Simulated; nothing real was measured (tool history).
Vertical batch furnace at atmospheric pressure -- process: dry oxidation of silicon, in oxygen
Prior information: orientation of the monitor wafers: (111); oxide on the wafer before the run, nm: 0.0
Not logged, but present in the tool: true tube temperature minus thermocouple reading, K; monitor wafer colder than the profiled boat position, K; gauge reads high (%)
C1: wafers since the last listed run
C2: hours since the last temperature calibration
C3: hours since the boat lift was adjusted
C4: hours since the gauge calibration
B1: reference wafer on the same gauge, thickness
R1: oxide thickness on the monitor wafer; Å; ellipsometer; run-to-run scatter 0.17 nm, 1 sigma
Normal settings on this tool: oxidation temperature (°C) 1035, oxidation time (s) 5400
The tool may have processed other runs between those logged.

{"run": 1, "hour": 0.0, "oxidation temperature (°C)": 1035, "oxidation time (s)": 5400, "C1": 0, "C2": 4581, "C3": 1192, "C4": 76.7, "B1": 107.97, "R1": 1108.2}
{"run": 2, "hour": 21.7, "oxidation temperature (°C)": 1035, "oxidation time (s)": 7350, "C1": 226, "C2": 4602.7, "C3": 1213.7, "C4": 98.4, "B1": 107.94, "R1": 1340.9}
{"run": 3, "hour": 35.7, "oxidation temperature (°C)": 1035, "oxidation time (s)": 5400, "C1": 146, "C2": 4616.7, "C3": 1227.7, "C4": 112.4, "B1": 108, "R1": 1108.7}
{"run": 4, "hour": 49.6, "oxidation temperature (°C)": 1035, "oxidation time (s)": 5400, "C1": 145, "C2": 4630.6, "C3": 1241.6, "C4": 126.3, "B1": 107.99, "R1": 1107.9}
{"run": 5, "hour": 68.0, "oxidation temperature (°C)": 1035, "oxidation time (s)": 5400, "C1": 192, "C2": 4649, "C3": 1260, "C4": 144.7, "B1": 107.97, "R1": 1107.2}
{"run": 6, "hour": 83.9, "oxidation temperature (°C)": 1035, "oxidation time (s)": 5400, "C1": 166, "C2": 4664.9, "C3": 1275.9, "C4": 160.6, "B1": 107.99, "R1": 1105.2}
{"run": 7, "hour": 92.3, "oxidation temperature (°C)": 1035, "oxidation time (s)": 5400, "C1": 87, "C2": 4673.3, "C3": 1284.3, "C4": 169, "B1": 108.03, "R1": 1108.8}
{"run": 8, "hour": 115.9, "oxidation temperature (°C)": 1035, "oxidation time (s)": 5400, "C1": 246, "C2": 4696.9, "C3": 1307.9, "C4": 192.6, "B1": 108.01, "R1": 1104.2}
{"run": 9, "hour": 127.6, "oxidation temperature (°C)": 1035, "oxidation time (s)": 5400, "C1": 122, "C2": 4708.6, "C3": 1319.6, "C4": 204.3, "B1": 108.02, "R1": 1108.4}
{"run": 10, "hour": 143.2, "oxidation temperature (°C)": 1035, "oxidation time (s)": 5400, "C1": 163, "C2": 4724.2, "C3": 1335.2, "C4": 219.9, "B1": 107.97, "R1": 1109.8}
{"run": 11, "hour": 163.4, "oxidation temperature (°C)": 1035, "oxidation time (s)": 5400, "C1": 211, "C2": 4744.4, "C3": 1355.4, "C4": 240.1, "B1": 108.02, "R1": 1104.3}
{"run": 12, "hour": 176.7, "oxidation temperature (°C)": 1035, "oxidation time (s)": 5400, "C1": 139, "C2": 4757.7, "C3": 1368.7, "C4": 253.4, "B1": 107.97, "R1": 1103.1}
{"run": 13, "hour": 227.8, "oxidation temperature (°C)": 1035, "oxidation time (s)": 6090, "C1": 534, "C2": 4808.8, "C3": 1419.8, "C4": 304.5, "B1": 107.97, "R1": 1191.6}
{"run": 14, "hour": 249.1, "oxidation temperature (°C)": 1028, "oxidation time (s)": 5400, "C1": 222, "C2": 4830.1, "C3": 1441.1, "C4": 325.8, "B1": 108.05, "R1": 1055.8}
{"run": 15, "hour": 259.3, "oxidation temperature (°C)": 1035, "oxidation time (s)": 6810, "C1": 106, "C2": 4840.3, "C3": 1451.3, "C4": 336, "B1": 108, "R1": 1274.9}
{"hour": 272.0, "done": "gauge calibrated"}
{"run": 16, "hour": 277.6, "oxidation temperature (°C)": 1051, "oxidation time (s)": 6840, "C1": 191, "C2": 4858.6, "C3": 1469.6, "C4": 5.6, "B1": 108, "R1": 1400.4}
{"run": 17, "hour": 292.8, "oxidation temperature (°C)": 1035, "oxidation time (s)": 5400, "C1": 158, "C2": 4873.8, "C3": 1484.8, "C4": 20.8, "B1": 108.05, "R1": 1104.1}
{"run": 18, "hour": 300.7, "oxidation temperature (°C)": 1021, "oxidation time (s)": 5400, "C1": 82, "C2": 4881.7, "C3": 1492.7, "C4": 28.7, "B1": 107.97, "R1": 1007.5}
{"hour": 328.9, "done": "thermocouples replaced and temperature profile calibrated"}
{"run": 19, "hour": 333.0, "oxidation temperature (°C)": 1035, "oxidation time (s)": 5400, "C1": 86, "C2": 4.1, "C3": 1525, "C4": 61, "B1": 107.95, "R1": 1101.9}
{"run": 20, "hour": 349.4, "oxidation temperature (°C)": 1017, "oxidation time (s)": 3600, "C1": 171, "C2": 20.5, "C3": 1541.4, "C4": 77.4, "B1": 107.94, "R1": 753.8}
{"hour": 387.8, "done": "boat lift adjusted"}
{"run": 21, "hour": 388.3, "oxidation temperature (°C)": 1042, "oxidation time (s)": 4650, "C1": 155, "C2": 59.4, "C3": 0.5, "C4": 116.3, "B1": 107.99, "R1": 1065.5}
{"run": 22, "hour": 393.5, "oxidation temperature (°C)": 1051, "oxidation time (s)": 7260, "C1": 54, "C2": 64.6, "C3": 5.7, "C4": 121.5, "B1": 107.94, "R1": 1479.4}
{"run": 23, "hour": 398.6, "oxidation temperature (°C)": 1035, "oxidation time (s)": 5400, "C1": 53, "C2": 69.7, "C3": 10.8, "C4": 126.6, "B1": 108, "R1": 1121.2}
{"run": 24, "hour": 404.5, "oxidation temperature (°C)": 1058, "oxidation time (s)": 5400, "C1": 61, "C2": 75.6, "C3": 16.7, "C4": 132.5, "B1": 108, "R1": 1283.1}
{"run": 25, "hour": 416.7, "oxidation temperature (°C)": 1028, "oxidation time (s)": 7050, "C1": 127, "C2": 87.8, "C3": 28.9, "C4": 144.7, "B1": 108.02, "R1": 1272.8}
{"run": 26, "hour": 438.2, "oxidation temperature (°C)": 1045, "oxidation time (s)": 4080, "C1": 224, "C2": 109.3, "C3": 50.4, "C4": 166.2, "B1": 107.98, "R1": 998.4}
{"run": 27, "hour": 470.7, "oxidation temperature (°C)": 1024, "oxidation time (s)": 8040, "C1": 339, "C2": 141.8, "C3": 82.9, "C4": 198.7, "B1": 108, "R1": 1347.1}
{"run": 28, "hour": 487.2, "oxidation temperature (°C)": 1014, "oxidation time (s)": 7350, "C1": 172, "C2": 158.3, "C3": 99.4, "C4": 215.2, "B1": 107.99, "R1": 1195.9}
{"run": 29, "hour": 502.9, "oxidation temperature (°C)": 1026, "oxidation time (s)": 4560, "C1": 164, "C2": 174, "C3": 115.1, "C4": 230.9, "B1": 107.98, "R1": 953.5}

Some steps in R1 between neighbouring runs. How much of each would the tool show without its hidden state too (settings, what came in, random variation), and how much is left for the hidden state, with any gauge scatter that isn't in both results?
Run 16 -> 17: oxidation temperature (°C) 1051 -> 1035, oxidation time (s) 6840 -> 5400. R1 -296.3 Å: hidden state +4.2, all else -300.5.
Run 20 -> 21: oxidation temperature (°C) 1017 -> 1042, oxidation time (s) 3600 -> 4650, boat lift adjusted. R1 +311.7 Å: hidden state +20, all else +291.7.
Run 21 -> 22: oxidation temperature (°C) 1042 -> 1051, oxidation time (s) 4650 -> 7260. R1 +413.9 Å: hidden state +0, all else +413.9.
Run 22 -> 23: oxidation temperature (°C) 1051 -> 1035, oxidation time (s) 7260 -> 5400. R1 -358.2 Å: hidden state +0, all else -358.2.
